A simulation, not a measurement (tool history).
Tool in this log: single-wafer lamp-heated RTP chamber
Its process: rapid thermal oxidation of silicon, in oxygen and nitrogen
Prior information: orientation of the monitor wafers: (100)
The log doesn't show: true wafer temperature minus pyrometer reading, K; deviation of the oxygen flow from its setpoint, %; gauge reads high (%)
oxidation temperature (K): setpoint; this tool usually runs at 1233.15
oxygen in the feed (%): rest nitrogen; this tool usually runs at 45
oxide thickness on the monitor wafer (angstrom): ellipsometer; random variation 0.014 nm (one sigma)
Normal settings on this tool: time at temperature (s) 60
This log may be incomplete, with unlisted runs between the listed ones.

run   hour  oxidation temperature (K)  time at temperature (s)  oxygen in the feed (%)  wafers since the last listed run  wafers since the last pyrometer calibration  hours since the oxygen flow controller was replaced  hours since the gauge calibration  read-back reference wafer on the same gauge, thickness  oxide thickness on the monitor wafer (angstrom)
  1    0.0                    1233.15                       60                      45                                 0                                         2621                                               4517.3                              407.8                                                   3.828                                            39.59
  2   18.2                    1245.15                       60                      45                               142                                         2763                                               4535.5                              426.0                                                   3.830                                            42.78
  3   46.3                    1245.15                       60                      45                               219                                         2982                                               4563.6                              454.1                                                   3.830                                            42.79
  4   79.3                    1233.15                       60                      45                               257                                         3240                                               4596.6                              487.1                                                   3.835                                            39.72
  5  107.4                    1233.15                       60                      45                               219                                         3459                                               4624.7                              515.2                                                   3.832                                            39.69
  6  130.6                    1233.15                       60                      45                               181                                         3640                                               4647.9                              538.4                                                   3.830                                            39.62
  7  142.7                    1233.15                       60                      45                                94                                         3735                                               4660.0                              550.5                                                   3.830                                            39.55
  8  157.9                    1233.15                       60                      45                               118                                         3853                                               4675.2                              565.7                                                   3.832                                            39.89
  9  189.6                    1233.15                       60                      45                               247                                         4101                                               4706.9                              597.4                                                   3.829                                            39.84
 10  215.3                    1233.15                       60                      45                               200                                         4301                                               4732.6                              623.1                                                   3.834                                            39.73
 11  239.5                    1233.15                       60                      45                               188                                         4490                                               4756.8                              647.3                                                   3.831                                            39.94
     251.3  -- gauge calibrated
 12  251.8                    1233.15                       60                      45                                96                                         4586                                               4769.1                                0.5                                                   3.830                                            39.71
 13  271.6                    1227.15                       60                      45                               154                                         4741                                               4788.9                               20.3                                                   3.829                                            38.61
 14  303.7                    1227.15                       60                      45                               250                                         4992                                               4821.0                               52.4                                                   3.829                                            38.50
     321.2  -- pyrometer window cleaned and pyrometer calibrated
 15  321.7                    1256.15                       52                      45                                78                                            4                                               4839.0                               70.4                                                   3.830                                            42.06
 16  333.2                    1219.15                       38                      74                                89                                           93                                               4850.5                               81.9                                                   3.830                                            34.43
 17  363.2                    1233.15                       60                      26                               234                                          327                                               4880.5                              111.9                                                   3.830                                            33.85
 18  397.2                    1233.15                       60                      45                               265                                          593                                               4914.5                              145.9                                                   3.831                                            38.74
 19  421.8                    1233.15                       87                      19                               192                                          785                                               4939.1                              170.5                                                   3.828                                            35.68
     446.0  -- oxygen flow controller replaced
 20  448.1                    1233.15                       33                      45                               142                                          928                                                  2.1                              196.8                                                   3.829                                            32.00

The next listed run, before its measurement:
 21  470.8                    1233.15                       60                      18                               177                                         1105                                                 24.8                              219.5                                                       ?                                                ?

read-back reference wafer on the same gauge, thickness: 3.831
oxide thickness on the monitor wafer (angstrom): 32.03
With no hidden state in the tool, this same run would have given oxide thickness on the monitor wafer (angstrom) 31.66.

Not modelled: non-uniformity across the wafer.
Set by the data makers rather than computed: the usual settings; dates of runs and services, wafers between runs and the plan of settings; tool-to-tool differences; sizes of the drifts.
